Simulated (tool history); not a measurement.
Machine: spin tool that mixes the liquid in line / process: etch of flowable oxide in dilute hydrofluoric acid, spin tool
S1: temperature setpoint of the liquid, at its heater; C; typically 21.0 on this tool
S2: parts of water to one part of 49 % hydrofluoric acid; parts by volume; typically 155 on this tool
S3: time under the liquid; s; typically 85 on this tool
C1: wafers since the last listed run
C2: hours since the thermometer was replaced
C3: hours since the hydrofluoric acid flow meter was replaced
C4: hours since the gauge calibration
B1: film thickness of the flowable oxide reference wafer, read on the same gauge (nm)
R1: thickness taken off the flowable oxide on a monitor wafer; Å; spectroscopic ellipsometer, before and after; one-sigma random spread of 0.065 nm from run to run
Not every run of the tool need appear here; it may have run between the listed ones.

| run | hour | S1 | S2 | S3 | C1 | C2 | C3 | C4 | B1 | R1 |
|---|---|---|---|---|---|---|---|---|---|---|
| 1 | 0.0 | 21.0 | 155 | 85 | 0 | 799.0 | 1336.8 | 1076.4 | 50.06 | 200.3 |
| 2 | 44.1 | 21.0 | 155 | 85 | 367 | 843.1 | 1380.9 | 1120.5 | 49.97 | 200.6 |
| 3 | 97.7 | 21.0 | 155 | 85 | 447 | 896.7 | 1434.5 | 1174.1 | 50.00 | 201.0 |
| 4 | 157.0 | 17.0 | 155 | 85 | 494 | 956.0 | 1493.8 | 1233.4 | 49.97 | 170.1 |
| 5 | 189.5 | 17.0 | 155 | 85 | 271 | 988.5 | 1526.3 | 1265.9 | 50.02 | 169.0 |
| 6 | 225.0 | 17.0 | 155 | 85 | 296 | 1024.0 | 1561.8 | 1301.4 | 50.00 | 169.4 |
| 7 | 290.3 | 21.0 | 155 | 85 | 544 | 1089.3 | 1627.1 | 1366.7 | 50.00 | 199.5 |
| 8 | 328.3 | 21.0 | 155 | 85 | 316 | 1127.3 | 1665.1 | 1404.7 | 50.01 | 198.7 |
| 9 | 359.2 | 21.0 | 155 | 85 | 257 | 1158.2 | 1696.0 | 1435.6 | 50.04 | 198.2 |
| 10 | 425.4 | 21.0 | 155 | 85 | 552 | 1224.4 | 1762.2 | 1501.8 | 50.02 | 199.7 |
|  | 495.9 | thermometer replaced |
|  | 522.8 | gauge calibrated |
| 11 | 602.1 | 21.0 | 155 | 85 | 1465 | 106.2 | 1938.9 | 79.3 | 50.00 | 196.6 |
| 12 | 632.3 | 21.0 | 155 | 85 | 251 | 136.4 | 1969.1 | 109.5 | 50.00 | 197.5 |
| 13 | 674.7 | 21.0 | 155 | 85 | 353 | 178.8 | 2011.5 | 151.9 | 49.98 | 196.8 |
|  | 692.7 | hydrofluoric acid flow meter replaced |
| 14 | 726.5 | 21.0 | 155 | 85 | 423 | 230.6 | 33.8 | 203.7 | 49.98 | 205.0 |
| 15 | 772.5 | 18.5 | 155 | 85 | 383 | 276.6 | 79.8 | 249.7 | 50.01 | 185.5 |
| 16 | 833.8 | 18.5 | 155 | 85 | 511 | 337.9 | 141.1 | 311.0 | 50.00 | 185.2 |
| 17 | 888.2 | 21.0 | 155 | 85 | 453 | 392.3 | 195.5 | 365.4 | 50.00 | 203.1 |
| 18 | 949.2 | 18.0 | 155 | 105 | 508 | 453.3 | 256.5 | 426.4 | 49.99 | 223.7 |
| 19 | 1015.7 | 24.0 | 230 | 50 | 554 | 519.8 | 323.0 | 492.9 | 49.99 | 83.9 |
| 20 | 1066.1 | 19.5 | 125 | 120 | 420 | 570.2 | 373.4 | 543.3 | 50.01 | 348.2 |
| 21 | 1109.9 | 25.5 | 195 | 45 | 365 | 614.0 | 417.2 | 587.1 | 49.99 | 97.1 |
| 22 | 1154.8 | 17.5 | 100 | 70 | 374 | 658.9 | 462.1 | 632.0 | 49.99 | 237.8 |

Run 23 is up next; what results do you expect?
| 23 | 1202.5 | 21.0 | 155 | 85 | 397 | 706.6 | 509.8 | 679.7 | ? | ? |

B1: 49.98
R1: 203.8 Å
With no hidden state in the tool, this same run would have given R1 206.4 Å.
